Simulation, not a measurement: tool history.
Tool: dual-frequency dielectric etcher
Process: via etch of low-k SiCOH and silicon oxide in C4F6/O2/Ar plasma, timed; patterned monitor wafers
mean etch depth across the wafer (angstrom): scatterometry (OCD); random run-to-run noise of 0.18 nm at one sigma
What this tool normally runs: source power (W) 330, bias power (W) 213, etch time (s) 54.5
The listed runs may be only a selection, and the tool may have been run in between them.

run	hour	source power (W)	bias power (W)	etch time (s)	read-back reference wafer on the same gauge, depth_nm	mean etch depth across the wafer (angstrom)
1	0	330	213	54.5	107.1	1197
# hour 19.9: source power generator calibrated
2	20.4	330	251	46.5	107	1059
3	27.3	330	251	46.5	107	1062
4	45.2	330	251	46.5	107	1058
5	53.6	330	213	54.5	107	1199
# hour 81.2: wet clean of the chamber
6	81.7	410	235	61	107	1535
7	82.1	300	227	54.5	107	1162
8	85.3	330	213	54.5	107	1201
9	99.3	270	257	43	107.1	889
# hour 127.3: upper electrode replaced
10	127.8	330	213	54.5	107.1	1205
11	145.2	330	250	54.5	107	1246
12	151.6	380	213	70.5	107	1674
13	163.4	330	213	54.5	107	1200
# hour 175: bias power generator calibrated
14	176.2	290	213	62	107	1278
15	192.1	360	256	68	106.9	1631
16	209.1	330	213	54.5	107	1202
# hour 213.9: gauge calibrated
17	219.3	360	190	40	107	899
18	233.9	290	175	59	107	1171
19	249.4	370	260	42	107	1023
20	263.9	260	177	54.5	107	1020
21	286.8	330	213	54.5	107	1199
22	303.5	330	251	46.5	107	1059
23	326.3	330	213	54.5	107	1201
24	342.1	330	213	54.5	107	1195
25	354.6	330	173	54.5	107	1152
26	372.2	330	239	54.5	107	1229
27	403.8	330	213	54.5	106.9	1199
28	413.9	390	213	70.5	106.9	1679
29	429.9	400	250	54.5	107	1364

Forecast each of these 5 alternatives for the next run:
A	430.3	330	213	54.5	?	?
B	430.3	330	174	54.5	?	?
C	430.3	260	213	54.5	?	?
D	430.3	370	227	54.5	?	?
E	430.3	330	213	40	?	?

run	read-back reference wafer on the same gauge, depth_nm	mean etch depth across the wafer (angstrom)
A	107	1200
B	107	1153
C	107	1056
D	107	1288
E	107	880
With no hidden state in the tool, these same runs would have given:
run	mean etch depth across the wafer (angstrom)
A	1208
B	1161
C	1064
D	1297
E	887
